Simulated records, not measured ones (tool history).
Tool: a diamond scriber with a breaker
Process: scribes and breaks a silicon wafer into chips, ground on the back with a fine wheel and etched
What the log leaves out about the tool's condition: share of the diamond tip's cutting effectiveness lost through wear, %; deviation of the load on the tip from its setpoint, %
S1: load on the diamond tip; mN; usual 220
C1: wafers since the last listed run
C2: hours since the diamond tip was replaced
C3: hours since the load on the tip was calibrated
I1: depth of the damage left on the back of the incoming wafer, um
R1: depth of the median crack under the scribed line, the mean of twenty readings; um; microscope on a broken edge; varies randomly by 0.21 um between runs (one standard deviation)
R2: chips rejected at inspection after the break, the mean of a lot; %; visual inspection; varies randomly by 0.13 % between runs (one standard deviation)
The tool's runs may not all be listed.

run	hour	S1	C1	C2	C3	I1	R1	R2
1	0.0	220	0	174.0	665.4	0.64	12.36	2.02
2	35.3	220	116	209.3	700.7	0.69	12.03	1.92
3	48.2	220	42	222.2	713.6	0.64	12.06	1.96
4	61.6	240	44	235.6	727.0	0.55	12.62	1.94
5	82.2	240	67	256.2	747.6	0.41	12.50	2.09
6	106.0	237	78	280.0	771.4	0.79	12.65	1.94
7	139.2	237	109	313.2	804.6	0.77	11.98	2.18
8	166.1	237	88	340.1	831.5	0.75	12.16	1.99
9	194.6	220	93	368.6	860.0	0.71	11.49	2.46
10	217.2	220	74	391.2	882.6	0.50	11.62	2.55
11	242.0	220	81	416.0	907.4	0.43	11.22	2.53
12	275.3	220	109	449.3	940.7	0.37	11.33	3.22
13	300.3	220	82	474.3	965.7	0.42	11.23	3.20
14	318.6	220	60	492.6	984.0	0.67	11.48	2.98
15	350.6	220	105	524.6	1016.0	0.31	11.27	3.32
16	378.9	175	93	552.9	1044.3	0.39	9.76	11.30
# hour 393.3: diamond tip replaced by a new one
17	401.0	182	66	7.7	1066.4	0.73	8.48	19.90
# hour 416.0: load on the tip recalibrated
18	422.6	220	64	29.3	6.6	0.42	9.44	13.53
19	443.0	156	67	49.7	27.0	0.62	7.90	27.05
20	458.4	278	50	65.1	42.4	0.51	10.77	4.00
21	482.8	220	80	89.5	66.8	0.45	9.21	12.17
22	518.2	220	116	124.9	102.2	0.38	9.45	11.99
23	535.3	247	56	142.0	119.3	0.73	10.38	7.82
24	564.7	220	96	171.4	148.7	0.57	9.76	12.81
# hour 567.7: diamond tip replaced by a new one, repeated, since the last time left the tool worse
25	599.5	195	108	31.8	183.5	0.41	11.34	3.06
26	634.1	256	113	66.4	218.1	0.76	13.52	2.85
27	659.0	220	82	91.3	243.0	0.59	12.08	2.06
28	678.1	200	62	110.4	262.1	0.53	11.34	2.36
29	708.9	243	101	141.2	292.9	0.62	12.90	2.23
30	724.6	276	51	156.9	308.6	0.74	13.69	4.39
31	744.4	173	65	176.7	328.4	0.45	10.88	5.29
32	777.6	220	109	209.9	361.6	0.38	12.26	2.15
33	813.3	183	117	245.6	397.3	0.32	10.90	4.94
34	830.3	248	55	262.6	414.3	0.72	13.09	2.44
35	860.9	220	100	293.2	444.9	0.49	11.73	2.17
36	881.7	220	68	314.0	465.7	0.41	12.02	2.19
37	900.5	220	61	332.8	484.5	0.38	11.80	2.05

Run 38 is up next; what results do you expect?
38	913.7	161	43	346.0	497.7	0.66	?	?

R1: 9.90 um
R2: 9.77 %
The same run, on a tool lacking any hidden state, would have yielded R1 10.34 um, R2 7.03 %.
